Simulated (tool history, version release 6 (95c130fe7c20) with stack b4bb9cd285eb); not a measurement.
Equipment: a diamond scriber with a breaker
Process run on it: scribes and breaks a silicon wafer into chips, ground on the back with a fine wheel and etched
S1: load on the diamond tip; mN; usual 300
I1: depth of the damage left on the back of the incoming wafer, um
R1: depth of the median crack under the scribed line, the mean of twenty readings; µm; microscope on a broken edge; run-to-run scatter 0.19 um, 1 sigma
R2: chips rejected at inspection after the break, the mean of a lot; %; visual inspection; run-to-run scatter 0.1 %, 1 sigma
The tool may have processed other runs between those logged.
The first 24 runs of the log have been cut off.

Run 25, day 89.421: usual settings; I1 0.31. Result: R1 13.45 µm, R2 1.58 %.
Run 26, day 91.708: usual settings but S1 372 mN; I1 0.51. Result: R1 15.09 µm, R2 3.51 %.
Run 27, day 93.925: usual settings; I1 0.54. Result: R1 13.21 µm, R2 1.68 %.
At day 94.050: load on the tip recalibrated.
Run 28, day 96.525: usual settings but S1 357 mN; I1 0.66. Result: R1 14.50 µm, R2 2.93 %.
Run 29, day 99.129: usual settings; I1 0.68. Result: R1 13.35 µm, R2 1.47 %.
Run 30, day 101.721: usual settings but S1 364 mN; I1 0.77. Result: R1 15.04 µm, R2 3.28 %.
Run 31, day 103.996: usual settings but S1 247 mN; I1 0.43. Result: R1 11.75 µm, R2 2.95 %.
Run 32, day 105.692: usual settings; I1 0.54. Result: R1 13.32 µm, R2 1.63 %.
At day 107.012: diamond tip replaced by a new one.
Run 33, day 108.383: usual settings but S1 348 mN; I1 0.31. Result: R1 14.25 µm, R2 2.74 %.
Run 34, day 111.242: usual settings but S1 344 mN; I1 0.53. Result: R1 14.21 µm, R2 2.56 %.
Run 35, day 114.096: usual settings; I1 0.78. Result: R1 13.05 µm, R2 1.62 %.
Run 36, day 116.162: usual settings; I1 0.32. Result: R1 13.00 µm, R2 1.64 %.
Run 37, day 119.804: usual settings but S1 227 mN; I1 0.67. Result: R1 11.27 µm, R2 4.97 %.
Run 38, day 122.808: usual settings but S1 337 mN; I1 0.59. Result: R1 14.36 µm, R2 1.93 %.
Run 39, day 127.104: usual settings; I1 0.70. Result: R1 13.22 µm, R2 1.45 %.
Run 40, day 129.908: usual settings but S1 235 mN; I1 0.30. Result: R1 11.59 µm, R2 4.07 %.
Run 41, day 131.421: usual settings but S1 212 mN; I1 0.36. Result: R1 11.00 µm, R2 6.66 %.

What if the next run were any one of these 4? Each begins from the tool's condition after run 41:
Run A, day 131.446: usual settings but S1 328 mN; I1 0.36. Result: R1 ?, R2 ?.
Run B, day 131.446: usual settings but S1 241 mN; I1 0.36. Result: R1 ?, R2 ?.
Run C, day 131.446: usual settings but S1 363 mN; I1 0.36. Result: R1 ?, R2 ?.
Run D, day 131.446: usual settings but S1 356 mN; I1 0.36. Result: R1 ?, R2 ?.

run     R1    R2
  A  13.75  1.96
  B  11.62  3.60
  C  14.56  3.23
  D  14.40  2.91
Stripped of hidden state, with their random variation kept, the same runs would have yielded:
run     R1    R2
  A  13.75  1.96
  B  11.62  3.60
  C  14.56  3.23
  D  14.40  2.91

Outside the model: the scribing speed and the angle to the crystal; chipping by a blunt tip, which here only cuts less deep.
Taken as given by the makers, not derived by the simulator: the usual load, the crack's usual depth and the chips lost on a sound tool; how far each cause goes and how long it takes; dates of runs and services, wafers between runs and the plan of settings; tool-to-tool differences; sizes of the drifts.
